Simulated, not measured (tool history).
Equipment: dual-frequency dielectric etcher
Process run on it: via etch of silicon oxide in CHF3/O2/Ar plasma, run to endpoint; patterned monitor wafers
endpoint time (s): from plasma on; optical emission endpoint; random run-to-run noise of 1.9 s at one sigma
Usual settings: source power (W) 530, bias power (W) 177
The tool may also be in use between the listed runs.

| run | day | source power (W) | bias power (W) | incoming incoming film thickness, nm | endpoint time (s) |
|---|---|---|---|---|---|
| 1 | 0 | 530 | 177 | 607.6 | 337.4 |
| 2 | 2.538 | 530 | 177 | 613.8 | 341.4 |
| 3 | 3.788 | 530 | 177 | 608.5 | 337.5 |
| 4 | 6.608 | 610 | 177 | 610.3 | 320.8 |
| 5 | 8.1 | 460 | 177 | 612.7 | 350.1 |
|  | 10.271 | wet clean of the chamber |
| 6 | 10.292 | 530 | 177 | 609.8 | 337.9 |
| 7 | 12.229 | 530 | 177 | 605 | 333.2 |
| 8 | 14.592 | 530 | 177 | 607.9 | 333.2 |
| 9 | 16.658 | 530 | 177 | 605.7 | 333.9 |
| 10 | 19.571 | 530 | 177 | 606.8 | 336 |
| 11 | 21.046 | 530 | 177 | 607.5 | 334.7 |
| 12 | 23.217 | 480 | 177 | 610.6 | 348 |
| 13 | 24.567 | 530 | 177 | 605.7 | 334.1 |
|  | 24.875 | source power generator calibrated |
|  | 25.742 | wet clean of the chamber |
|  | 27.146 | upper electrode replaced |
| 14 | 27.167 | 530 | 202 | 614.2 | 329.6 |
| 15 | 29.146 | 630 | 163 | 606.9 | 327 |
| 16 | 31.117 | 530 | 216 | 604.1 | 314.5 |
|  | 31.367 | bias power generator calibrated |
| 17 | 32.512 | 530 | 177 | 607.3 | 333.6 |
| 18 | 33.8 | 450 | 196 | 615.9 | 340 |
| 19 | 35.029 | 570 | 154 | 614.7 | 343.3 |
| 20 | 36.062 | 450 | 220 | 612.2 | 327.8 |
| 21 | 37.708 | 530 | 177 | 610.1 | 337.6 |
|  | 40.571 | wet clean of the chamber |
| 22 | 40.592 | 640 | 164 | 606.5 | 322.7 |
| 23 | 40.983 | 530 | 147 | 608.3 | 351.7 |
| 24 | 43.717 | 440 | 134 | 610.6 | 385.6 |
| 25 | 45.229 | 640 | 161 | 606.7 | 320.8 |
| 26 | 47.771 | 430 | 157 | 602.5 | 360.1 |
| 27 | 49.158 | 530 | 177 | 607.8 | 335.3 |

Forecast each of these 3 alternatives for the next run:
| A | 49.179 | 450 | 177 | 610 | ? |
| B | 49.179 | 650 | 202 | 610 | ? |
| C | 49.179 | 440 | 216 | 610 | ? |

| run | endpoint time (s) |
|---|---|
| A | 353.1 |
| B | 305.8 |
| C | 334.9 |
With the hidden condition removed and each run's random variation left untouched, the same runs would have given:
| run | endpoint time (s) |
|---|---|
| A | 353.1 |
| B | 305.8 |
| C | 334.9 |

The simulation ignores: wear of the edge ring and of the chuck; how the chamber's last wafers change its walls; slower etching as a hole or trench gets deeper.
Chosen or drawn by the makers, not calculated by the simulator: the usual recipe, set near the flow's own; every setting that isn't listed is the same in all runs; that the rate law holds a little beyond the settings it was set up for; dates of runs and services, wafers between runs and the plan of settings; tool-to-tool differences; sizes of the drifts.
